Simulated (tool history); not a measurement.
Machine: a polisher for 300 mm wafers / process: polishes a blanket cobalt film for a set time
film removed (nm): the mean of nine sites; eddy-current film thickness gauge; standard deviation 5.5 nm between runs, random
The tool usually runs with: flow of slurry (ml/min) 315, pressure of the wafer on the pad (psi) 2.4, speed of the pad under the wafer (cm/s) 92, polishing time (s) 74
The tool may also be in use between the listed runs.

run	hour	flow of slurry (ml/min)	pressure of the wafer on the pad (psi)	speed of the pad under the wafer (cm/s)	polishing time (s)	wafers since the last listed run	wafers polished on this pad	hours since the slurry nozzle was cleaned	hours since the head pressure was calibrated	incoming thickness of the incoming film, nm	film removed (nm)
1	0.0	315	2.6	68	74	0	680	739.3	419.9	1189.3	378.5
2	39.9	315	2.6	68	74	487	1167	779.2	459.8	1174.3	378.2
3	73.1	315	2.4	92	74	405	1573	812.4	493.0	1182.7	479.1
# hour 159.6: slurry nozzle cleaned
4	264.7	315	2.4	92	74	2328	3901	105.1	684.6	1183.4	477.8
# hour 276.7: worn pad replaced by a new one
5	334.8	315	2.4	92	74	807	709	175.2	754.7	1160.1	478.9
6	359.3	315	2.4	92	74	299	1008	199.7	779.2	1178.3	484.0
7	413.5	315	2.4	92	74	662	1670	253.9	833.4	1165.6	482.9
8	497.2	315	2.4	92	74	1022	2693	337.6	917.1	1183.2	477.4
9	524.4	315	2.4	92	74	332	3025	364.8	944.3	1174.8	475.0
10	564.7	315	2.4	92	74	492	3518	405.1	984.6	1168.0	481.4
# hour 598.0: worn pad replaced by a new one
11	616.9	315	2.4	92	74	588	230	457.3	1036.8	1161.9	470.9
# hour 636.5: head pressure recalibrated
12	669.3	315	2.4	92	74	615	846	509.7	32.8	1167.5	486.2
13	715.5	315	1.8	92	74	564	1411	555.9	79.0	1152.0	360.8
14	768.6	315	2.4	92	74	648	2059	609.0	132.1	1167.2	476.4
15	812.3	315	2.4	92	74	533	2593	652.7	175.8	1162.2	473.1
16	845.6	315	3.1	122	74	406	3000	686.0	209.1	1163.2	788.8
17	886.7	245	2.4	92	74	502	3502	727.1	250.2	1178.6	458.2
18	937.2	315	2.4	92	74	616	4119	777.6	300.7	1169.4	470.1
# hour 952.5: slurry nozzle cleaned
# hour 971.6: worn pad replaced by a new one
19	1003.5	315	2.4	70	74	748	389	51.0	367.0	1175.8	366.0
20	1031.0	415	2.0	112	65	335	725	78.5	394.5	1158.6	430.4
21	1091.9	315	2.4	92	74	744	1469	139.4	455.4	1174.4	463.1
22	1160.2	315	2.4	112	74	834	2304	207.7	523.7	1166.2	577.8
23	1209.1	390	2.4	92	74	597	2901	256.6	572.6	1186.0	469.2
24	1265.8	270	2.1	92	84	692	3594	313.3	629.3	1143.9	466.7
25	1335.4	315	2.4	92	74	850	4444	382.9	698.9	1163.5	473.5
# hour 1356.1: worn pad replaced by a new one
26	1469.3	395	2.0	62	64	1587	1382	516.8	832.8	1180.3	245.3
27	1536.6	315	2.4	92	74	822	2204	584.1	900.1	1181.9	479.0
28	1572.4	315	2.4	80	74	437	2642	619.9	935.9	1171.3	419.5
29	1639.7	215	3.0	108	84	822	3464	687.2	1003.2	1169.6	725.5
# hour 1682.7: worn pad replaced by a new one
30	1697.6	250	1.9	120	54	658	181	745.1	1061.1	1165.0	367.8
# hour 1734.2: head pressure recalibrated
31	1767.9	345	3.1	92	74	834	1016	815.4	33.7	1151.2	583.7

Each row is a separate what-if for the run after 31, all from the same tool condition, not one after another. Results?
A	1768.3	315	1.9	92	74	4	1021	815.8	34.1	1146.1	?
B	1768.3	315	2.7	92	87	4	1021	815.8	34.1	1146.1	?
C	1768.3	255	2.8	118	52	4	1021	815.8	34.1	1146.1	?
D	1768.3	315	1.7	120	81	4	1021	815.8	34.1	1146.1	?

run	film removed (nm)
A	389.5
B	622.0
C	481.6
D	506.3
With no hidden state in the tool, these same runs would have given:
run	film removed (nm)
A	389.5
B	622.0
C	481.6
D	506.3
